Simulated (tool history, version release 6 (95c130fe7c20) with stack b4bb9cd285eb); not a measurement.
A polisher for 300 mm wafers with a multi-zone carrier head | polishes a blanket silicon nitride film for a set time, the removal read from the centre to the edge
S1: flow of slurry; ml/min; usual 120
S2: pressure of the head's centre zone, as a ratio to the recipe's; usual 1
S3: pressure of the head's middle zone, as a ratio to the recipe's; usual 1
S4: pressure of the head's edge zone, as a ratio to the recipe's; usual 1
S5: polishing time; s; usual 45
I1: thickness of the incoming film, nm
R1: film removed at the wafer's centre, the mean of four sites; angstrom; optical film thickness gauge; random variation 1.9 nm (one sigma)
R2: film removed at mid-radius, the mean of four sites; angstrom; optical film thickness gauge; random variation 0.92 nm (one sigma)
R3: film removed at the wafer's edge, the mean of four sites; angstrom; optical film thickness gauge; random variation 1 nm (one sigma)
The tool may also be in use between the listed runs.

run,hour,S1,S2,S3,S4,S5,I1,R1,R2,R3
1,0,120,1,0.98,1,45,831.8,1266,1253,1240
# hour 7.9: worn pad replaced by a new one
2,8.4,120,1,1,1,45,841.7,1265,1257,1253
3,21.5,120,1,1,1,45,847.1,1296,1272,1233
4,30.9,120,1,1,1,45,844.8,1243,1257,1233
5,48.2,120,1,1,1,45,844.6,1267,1249,1238
6,56.8,120,1,1,1,45,836.8,1250,1245,1222
7,72.2,120,1,1,1,45,831.2,1252,1242,1231
# hour 84.9: worn pad replaced by a new one
8,88.6,120,1,1.07,1,45,841.1,1241,1297,1211
9,103.6,135,0.88,1,1,45,837.9,1099,1252,1225
# hour 109: centre zone pressure recalibrated
10,110.2,120,1,1.04,1,45,836,1185,1279,1196
# hour 125.2: edge zone pressure recalibrated
11,125.8,120,1.05,1,1,45,843,1261,1217,1195
# hour 131.1: slurry nozzle cleaned
12,140.3,120,1,1,1,45,838.6,1271,1260,1233
13,154.9,120,1,1,0.92,45,842.2,1258,1270,1193
# hour 165.2: worn pad replaced by a new one
14,165.8,120,1,1,1,45,849.8,1267,1262,1224
# hour 175.9: carrier head's membrane replaced by a new one
15,178.1,120,1,1,1,45,845.8,1285,1264,1233
16,193.8,120,1,1,1,45,840.2,1271,1260,1243
17,204.2,120,1.12,1,0.96,45,835.8,1444,1271,1222
18,211.1,120,1.1,0.96,0.9,45,840.2,1373,1223,1183
19,217.3,120,1,1,1,34,843.4,946,952,934
20,232.3,120,1.12,1,0.96,45,836.3,1448,1256,1212
21,239,95,1,1,1,45,833.3,1207,1210,1196
# hour 245.6: worn pad replaced by a new one
22,275.2,120,0.91,1,1,45,843.2,1122,1239,1236

The same runs without the tool's hidden state, with the same run-to-run variation:
The hidden state here: removal rate lost through wear of the pad, %; slurry flow missing at the pad, %; deviation of the centre zone's pressure from its setpoint, %; deviation of the edge zone's pressure from its setpoint, %.
run,R1,R2,R3
1,1285,1270,1252
2,1287,1276,1266
3,1323,1295,1249
4,1272,1283,1251
5,1305,1282,1260
6,1291,1281,1246
7,1302,1285,1260
8,1301,1351,1245
9,1157,1308,1263
10,1256,1346,1239
11,1350,1291,1244
12,1294,1280,1246
13,1282,1291,1206
14,1291,1283,1238
15,1310,1287,1248
16,1299,1284,1259
17,1478,1297,1239
18,1407,1249,1200
19,970,973,949
20,1490,1287,1233
21,1248,1246,1220
22,1167,1282,1266
